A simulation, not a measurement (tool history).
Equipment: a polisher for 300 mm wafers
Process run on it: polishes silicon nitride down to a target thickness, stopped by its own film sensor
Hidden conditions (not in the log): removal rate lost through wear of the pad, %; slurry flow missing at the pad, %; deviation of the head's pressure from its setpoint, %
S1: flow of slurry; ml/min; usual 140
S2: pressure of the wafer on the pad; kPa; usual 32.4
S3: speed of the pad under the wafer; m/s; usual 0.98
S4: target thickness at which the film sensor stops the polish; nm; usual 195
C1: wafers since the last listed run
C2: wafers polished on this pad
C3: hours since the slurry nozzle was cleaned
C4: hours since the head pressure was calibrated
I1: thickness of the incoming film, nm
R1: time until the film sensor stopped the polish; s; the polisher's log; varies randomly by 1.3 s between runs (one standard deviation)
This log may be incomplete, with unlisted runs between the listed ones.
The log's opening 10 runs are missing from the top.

run	hour	S1	S2	S3	S4	C1	C2	C3	C4	I1	R1
11	698.5	140	32.4	0.98	173	504	822	88.6	1063.7	361.5	68.6
# hour 714.7: head pressure recalibrated
12	726.3	140	32.4	0.98	173	207	1030	116.4	11.6	363.9	77.1
13	769.9	140	32.4	1.14	195	350	1380	160	55.2	361.3	60.8
14	814.8	140	32.4	1.14	195	360	1741	204.9	100.1	359.3	58.5
15	873.7	140	32.4	1.14	195	473	2214	263.8	159	355.5	56.7
16	903.3	140	29	0.98	195	237	2452	293.4	188.6	365.9	75.2
17	942.7	140	24.8	1.1	195	316	2769	332.8	228	364.1	79.6
# hour 966.6: slurry nozzle cleaned
# hour 970.3: worn pad replaced by a new one
18	1014.1	140	42.7	0.66	249	536	352	47.5	299.4	359.5	42.8
19	1073.1	115	32.4	0.84	163	474	826	106.5	358.4	366.3	93.3
20	1121.7	140	35.9	0.64	221	390	1217	155.1	407	362.8	66.1
21	1178.9	140	23.4	0.98	195	459	1677	212.3	464.2	366.5	91.1
22	1211.7	140	32.4	0.98	195	263	1940	245.1	497	358	61.5
23	1240.7	140	32.4	0.98	195	233	2173	274.1	526	367.7	68.3
24	1292.4	140	32.4	0.98	195	415	2589	325.8	577.7	361.2	62.7
# hour 1361.3: worn pad replaced by a new one, of another model than before
25	1361.8	140	24.8	1.1	195	525	4	395.2	647.1	359.3	72.5
# hour 1386.9: slurry nozzle cleaned
26	1416.1	140	24.1	1.24	195	428	432	29.2	701.4	354.2	69.4
27	1455.6	160	29	1.2	195	317	749	68.7	740.9	357.9	59.7
28	1518.9	190	32.4	1.08	145	508	1258	132	804.2	359.4	76
29	1580.8	140	32.4	0.98	195	497	1756	193.9	866.1	361.1	60.7
# hour 1672: head pressure recalibrated
30	1730.9	115	32.4	0.76	214	1190	2946	344	58.9	356.9	65.5
# hour 1744.8: slurry nozzle cleaned
# hour 1812: worn pad replaced by a new one
31	1843.5	165	32.4	0.98	195	864	253	98.7	171.5	357.4	62.5
32	1939.7	140	32.4	0.98	195	773	1026	194.9	267.7	353.9	63.3
33	2009.8	140	22.8	1.12	195	563	1590	265	337.8	360.6	80.9

Alternative continuations, all from the tool just after run 33; predict every row:
A	2010.3	175	32.4	0.98	195	4	1594	265.5	338.3	364	?
B	2010.3	140	32.4	0.8	195	4	1594	265.5	338.3	364	?
C	2010.3	140	25.5	0.98	246	4	1594	265.5	338.3	364	?
D	2010.3	140	22.1	0.82	172	4	1594	265.5	338.3	364	?

run	R1
A	64.6
B	71.7
C	55
D	105.8
With no hidden state in the tool, these same runs would have given:
run	R1
A	66
B	73.2
C	56.1
D	108

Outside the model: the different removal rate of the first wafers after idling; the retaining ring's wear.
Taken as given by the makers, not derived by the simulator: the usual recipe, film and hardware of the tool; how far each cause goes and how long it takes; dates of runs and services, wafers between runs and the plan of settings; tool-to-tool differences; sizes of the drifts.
